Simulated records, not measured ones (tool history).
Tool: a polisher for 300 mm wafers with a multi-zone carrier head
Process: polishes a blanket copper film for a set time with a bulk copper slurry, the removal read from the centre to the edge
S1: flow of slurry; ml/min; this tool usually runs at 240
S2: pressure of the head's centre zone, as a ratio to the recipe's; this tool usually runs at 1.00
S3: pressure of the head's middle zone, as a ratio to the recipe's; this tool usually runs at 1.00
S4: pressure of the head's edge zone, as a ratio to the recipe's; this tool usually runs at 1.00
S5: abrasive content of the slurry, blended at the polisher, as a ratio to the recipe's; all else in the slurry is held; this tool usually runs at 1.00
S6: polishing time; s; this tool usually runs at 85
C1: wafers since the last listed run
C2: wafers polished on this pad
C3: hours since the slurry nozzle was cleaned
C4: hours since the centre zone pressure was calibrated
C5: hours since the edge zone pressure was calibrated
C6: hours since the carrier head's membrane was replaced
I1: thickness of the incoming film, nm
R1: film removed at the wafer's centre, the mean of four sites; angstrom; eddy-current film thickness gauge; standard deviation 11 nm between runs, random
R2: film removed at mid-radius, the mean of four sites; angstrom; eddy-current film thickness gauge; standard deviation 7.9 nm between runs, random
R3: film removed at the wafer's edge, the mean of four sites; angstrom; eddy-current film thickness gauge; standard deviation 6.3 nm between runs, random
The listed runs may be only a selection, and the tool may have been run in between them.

run 1 hour=0.0 | S1=240 S2=1.00 S3=1.00 S4=1.00 S5=1.00 S6=85 | C1=0 C2=3499 C3=189.7 C4=419.4 C5=312.4 C6=106.0 | I1=3390.2 | R1=7392 R2=7183 R3=7095
run 2 hour=40.6 | S1=240 S2=1.07 S3=1.00 S4=1.00 S5=1.00 S6=85 | C1=457 C2=3957 C3=230.3 C4=460.0 C5=353.0 C6=146.6 | I1=3499.6 | R1=7895 R2=7142 R3=7001
run 3 hour=79.9 | S1=240 S2=1.00 S3=1.00 S4=1.00 S5=1.00 S6=109 | C1=442 C2=4399 C3=269.6 C4=499.3 C5=392.3 C6=185.9 | I1=3470.7 | R1=9138 R2=9212 R3=9006
run 4 hour=109.6 | S1=240 S2=1.00 S3=1.00 S4=1.00 S5=0.80 S6=85 | C1=334 C2=4734 C3=299.3 C4=529.0 C5=422.0 C6=215.6 | I1=3400.9 | R1=6851 R2=6828 R3=6764
-- hour=138.8 worn pad replaced by a new one, of another model than before
run 5 hour=152.4 | S1=170 S2=0.91 S3=1.07 S4=1.00 S5=1.00 S6=111 | C1=437 C2=153 C3=342.1 C4=571.8 C5=464.8 C6=258.4 | I1=3385.3 | R1=8642 R2=9878 R3=9705
-- hour=186.6 edge zone pressure recalibrated
-- hour=188.4 slurry nozzle cleaned
run 6 hour=209.2 | S1=285 S2=1.00 S3=1.00 S4=1.00 S5=1.00 S6=85 | C1=606 C2=759 C3=20.8 C4=628.6 C5=22.6 C6=315.2 | I1=3477.2 | R1=8017 R2=7957 R3=7693
run 7 hour=250.7 | S1=240 S2=1.08 S3=1.04 S4=1.03 S5=0.80 S6=85 | C1=467 C2=1227 C3=62.3 C4=670.1 C5=64.1 C6=356.7 | I1=3470.0 | R1=7603 R2=7189 R3=7197
run 8 hour=284.4 | S1=240 S2=1.00 S3=1.00 S4=1.00 S5=1.00 S6=85 | C1=379 C2=1606 C3=96.0 C4=703.8 C5=97.8 C6=390.4 | I1=3490.6 | R1=7651 R2=7470 R3=7323
run 9 hour=493.2 | S1=155 S2=1.00 S3=1.00 S4=1.09 S5=1.00 S6=85 | C1=2352 C2=3959 C3=304.8 C4=912.6 C5=306.6 C6=599.2 | I1=3461.3 | R1=6359 R2=6109 R3=6836
run 10 hour=527.9 | S1=240 S2=1.00 S3=1.11 S4=1.00 S5=1.15 S6=85 | C1=391 C2=4350 C3=339.5 C4=947.3 C5=341.3 C6=633.9 | I1=3432.1 | R1=7482 R2=8094 R3=7351
-- hour=576.4 worn pad replaced by a new one
run 11 hour=576.9 | S1=240 S2=1.00 S3=1.00 S4=1.00 S5=1.00 S6=85 | C1=507 C2=5 C3=388.5 C4=996.3 C5=390.3 C6=682.9 | I1=3461.3 | R1=8104 R2=8144 R3=7982
run 12 hour=598.8 | S1=240 S2=1.00 S3=1.00 S4=1.00 S5=1.00 S6=85 | C1=246 C2=252 C3=410.4 C4=1018.2 C5=412.2 C6=704.8 | I1=3390.2 | R1=8034 R2=7854 R3=7896
-- hour=612.0 centre zone pressure recalibrated
-- hour=632.1 slurry nozzle cleaned
run 13 hour=647.6 | S1=240 S2=1.00 S3=1.00 S4=1.00 S5=1.00 S6=85 | C1=516 C2=768 C3=15.5 C4=35.6 C5=461.0 C6=753.6 | I1=3487.7 | R1=7748 R2=7779 R3=7525
run 14 hour=699.3 | S1=240 S2=1.00 S3=0.89 S4=1.11 S5=1.15 S6=85 | C1=582 C2=1351 C3=67.2 C4=87.3 C5=512.7 C6=805.3 | I1=3433.6 | R1=8022 R2=7057 R3=8240
-- hour=709.1 edge zone pressure recalibrated
run 15 hour=791.9 | S1=165 S2=1.00 S3=1.00 S4=1.00 S5=1.00 S6=85 | C1=1020 C2=2372 C3=159.8 C4=179.9 C5=82.8 C6=897.9 | I1=3459.5 | R1=6544 R2=6431 R3=6714
run 16 hour=858.2 | S1=265 S2=1.06 S3=1.00 S4=1.04 S5=1.25 S6=85 | C1=747 C2=3119 C3=226.1 C4=246.2 C5=149.1 C6=964.2 | I1=3452.7 | R1=8487 R2=7726 R3=7853
run 17 hour=926.0 | S1=240 S2=1.00 S3=1.00 S4=1.00 S5=1.15 S6=85 | C1=763 C2=3883 C3=293.9 C4=314.0 C5=216.9 C6=1032.0 | I1=3370.2 | R1=7528 R2=7305 R3=7385
run 18 hour=951.3 | S1=240 S2=0.88 S3=1.00 S4=1.00 S5=1.00 S6=85 | C1=285 C2=4168 C3=319.2 C4=339.3 C5=242.2 C6=1057.3 | I1=3455.8 | R1=6357 R2=7133 R3=7087
-- hour=1020.6 worn pad replaced by a new one
run 19 hour=1021.1 | S1=240 S2=0.95 S3=0.94 S4=1.00 S5=1.00 S6=85 | C1=741 C2=5 C3=389.0 C4=409.1 C5=312.0 C6=1127.1 | I1=3503.3 | R1=7636 R2=7647 R3=8032
-- hour=1071.5 carrier head's membrane replaced by a new one
-- hour=1086.8 slurry nozzle cleaned
run 20 hour=1132.5 | S1=240 S2=1.00 S3=1.00 S4=1.00 S5=1.00 S6=85 | C1=1187 C2=1193 C3=45.7 C4=520.5 C5=423.4 C6=61.0 | I1=3417.8 | R1=7777 R2=7420 R3=7549

Table of differences, measured result less the result of that run with no hidden state. Run-to-run variation is the same in both. Gauge scatter possibly is not:
The tool's hidden condition here consists of: removal rate lost through wear of the pad, %; slurry flow missing at the pad, %; deviation of the centre zone's pressure from its setpoint, %; deviation of the edge zone's pressure from its setpoint, %.
run=1 R1=-903 R2=-877 R3=-867
run=2 R1=-994 R2=-899 R3=-881
run=3 R1=-1176 R2=-1186 R3=-1159
run=4 R1=-892 R2=-890 R3=-881
run=5 R1=-135 R2=-154 R3=-151
run=6 R1=-437 R2=-434 R3=-420
run=7 R1=-574 R2=-543 R3=-543
run=8 R1=-680 R2=-663 R3=-651
run=9 R1=-815 R2=-783 R3=-876
run=10 R1=-978 R2=-1059 R3=-961
run=11 R1=-45 R2=-45 R3=-44
run=12 R1=-188 R2=-184 R3=-185
run=13 R1=-432 R2=-435 R3=-420
run=14 R1=-650 R2=-573 R3=-669
run=15 R1=-717 R2=-704 R3=-736
run=16 R1=-1030 R2=-937 R3=-952
run=17 R1=-970 R2=-941 R3=-952
run=18 R1=-832 R2=-933 R3=-928
run=19 R1=-9 R2=-9 R3=-9
run=20 R1=-555 R2=-529 R3=-538

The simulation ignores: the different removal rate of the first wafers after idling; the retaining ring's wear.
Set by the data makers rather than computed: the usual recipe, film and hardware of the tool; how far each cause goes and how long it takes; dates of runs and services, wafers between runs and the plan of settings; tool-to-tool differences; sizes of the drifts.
